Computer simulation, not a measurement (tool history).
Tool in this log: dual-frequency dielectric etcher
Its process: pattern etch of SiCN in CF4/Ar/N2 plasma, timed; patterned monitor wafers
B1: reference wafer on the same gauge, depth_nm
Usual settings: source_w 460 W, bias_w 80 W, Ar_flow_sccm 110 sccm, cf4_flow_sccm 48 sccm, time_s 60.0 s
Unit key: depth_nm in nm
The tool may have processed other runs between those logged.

{"run": 1, "hour": 0.0, "source_w": 460, "bias_w": 80, "Ar_flow_sccm": 110, "cf4_flow_sccm": 48, "time_s": 60.0, "B1": 51.3, "depth_nm": 54.1}
{"run": 2, "hour": 0.4, "source_w": 410, "bias_w": 80, "Ar_flow_sccm": 110, "cf4_flow_sccm": 48, "time_s": 60.0, "B1": 51.3, "depth_nm": 48.3}
{"run": 3, "hour": 0.7, "source_w": 410, "bias_w": 80, "Ar_flow_sccm": 110, "cf4_flow_sccm": 48, "time_s": 60.0, "B1": 51.3, "depth_nm": 48.3}
{"hour": 19.3, "done": "bias power generator calibrated"}
{"hour": 40.7, "done": "upper electrode replaced, of another model than before"}
{"run": 4, "hour": 41.2, "source_w": 460, "bias_w": 74, "Ar_flow_sccm": 89, "cf4_flow_sccm": 48, "time_s": 60.0, "B1": 51.3, "depth_nm": 53.3}
{"run": 5, "hour": 41.5, "source_w": 460, "bias_w": 74, "Ar_flow_sccm": 89, "cf4_flow_sccm": 48, "time_s": 60.0, "B1": 51.3, "depth_nm": 53.4}
{"run": 6, "hour": 44.3, "source_w": 460, "bias_w": 80, "Ar_flow_sccm": 123, "cf4_flow_sccm": 48, "time_s": 60.0, "B1": 51.3, "depth_nm": 53.1}
{"hour": 44.9, "done": "gauge calibrated"}
{"hour": 59.8, "done": "CF4 flow controller replaced"}
{"run": 7, "hour": 61.7, "source_w": 380, "bias_w": 80, "Ar_flow_sccm": 110, "cf4_flow_sccm": 48, "time_s": 52.5, "B1": 51.3, "depth_nm": 41.9}
{"run": 8, "hour": 75.3, "source_w": 460, "bias_w": 80, "Ar_flow_sccm": 110, "cf4_flow_sccm": 48, "time_s": 60.0, "B1": 51.3, "depth_nm": 54.2}
{"hour": 96.4, "done": "Ar flow controller replaced"}
{"run": 9, "hour": 96.9, "source_w": 460, "bias_w": 80, "Ar_flow_sccm": 117, "cf4_flow_sccm": 58, "time_s": 60.0, "B1": 51.3, "depth_nm": 54.7}
{"run": 10, "hour": 108.2, "source_w": 380, "bias_w": 80, "Ar_flow_sccm": 131, "cf4_flow_sccm": 48, "time_s": 53.0, "B1": 51.3, "depth_nm": 41.1}
{"run": 11, "hour": 121.4, "source_w": 460, "bias_w": 80, "Ar_flow_sccm": 110, "cf4_flow_sccm": 48, "time_s": 43.5, "B1": 51.3, "depth_nm": 39.4}
{"run": 12, "hour": 130.3, "source_w": 370, "bias_w": 64, "Ar_flow_sccm": 130, "cf4_flow_sccm": 57, "time_s": 60.0, "B1": 51.3, "depth_nm": 40.8}
{"run": 13, "hour": 143.1, "source_w": 460, "bias_w": 80, "Ar_flow_sccm": 110, "cf4_flow_sccm": 44, "time_s": 60.0, "B1": 51.3, "depth_nm": 54.1}
{"hour": 154.5, "done": "source power generator calibrated"}
{"run": 14, "hour": 155.0, "source_w": 460, "bias_w": 69, "Ar_flow_sccm": 110, "cf4_flow_sccm": 53, "time_s": 52.0, "B1": 51.3, "depth_nm": 43.7}
{"run": 15, "hour": 163.9, "source_w": 460, "bias_w": 65, "Ar_flow_sccm": 134, "cf4_flow_sccm": 45, "time_s": 77.0, "B1": 51.3, "depth_nm": 59.5}
{"run": 16, "hour": 174.1, "source_w": 400, "bias_w": 93, "Ar_flow_sccm": 110, "cf4_flow_sccm": 45, "time_s": 60.0, "B1": 51.3, "depth_nm": 53.8}
{"run": 17, "hour": 190.3, "source_w": 460, "bias_w": 80, "Ar_flow_sccm": 126, "cf4_flow_sccm": 48, "time_s": 60.0, "B1": 51.3, "depth_nm": 53.3}
{"run": 18, "hour": 201.7, "source_w": 460, "bias_w": 80, "Ar_flow_sccm": 110, "cf4_flow_sccm": 48, "time_s": 60.0, "B1": 51.2, "depth_nm": 54.7}
{"run": 19, "hour": 214.6, "source_w": 460, "bias_w": 80, "Ar_flow_sccm": 110, "cf4_flow_sccm": 48, "time_s": 60.0, "B1": 51.3, "depth_nm": 54.7}
{"run": 20, "hour": 226.3, "source_w": 460, "bias_w": 80, "Ar_flow_sccm": 118, "cf4_flow_sccm": 59, "time_s": 60.0, "B1": 51.4, "depth_nm": 54.8}
{"run": 21, "hour": 238.1, "source_w": 430, "bias_w": 80, "Ar_flow_sccm": 101, "cf4_flow_sccm": 48, "time_s": 60.0, "B1": 51.3, "depth_nm": 52.7}

State the hidden condition of the tool at each of the runs:
source power that arrives over what is set, %: 0 in every run
bias power that arrives over what is set, %: 0 in every run
Ar flow that arrives over what is set, %: 0 in every run
CF4 flow that arrives over what is set, %: 0 in every run
gauge reads high (%): 0 in every run
H1: etch rate over this chamber's usual, %
run=1 H1=0.139
run=2 H1=0.142
run=3 H1=0.144
run=4 H1=0.404
run=5 H1=0.406
run=6 H1=0.424
run=7 H1=0.535
run=8 H1=0.623
run=9 H1=0.761
run=10 H1=0.834
run=11 H1=0.919
run=12 H1=0.976
run=13 H1=1.06
run=14 H1=1.13
run=15 H1=1.19
run=16 H1=1.26
run=17 H1=1.36
run=18 H1=1.43
run=19 H1=1.52
run=20 H1=1.59
run=21 H1=1.67

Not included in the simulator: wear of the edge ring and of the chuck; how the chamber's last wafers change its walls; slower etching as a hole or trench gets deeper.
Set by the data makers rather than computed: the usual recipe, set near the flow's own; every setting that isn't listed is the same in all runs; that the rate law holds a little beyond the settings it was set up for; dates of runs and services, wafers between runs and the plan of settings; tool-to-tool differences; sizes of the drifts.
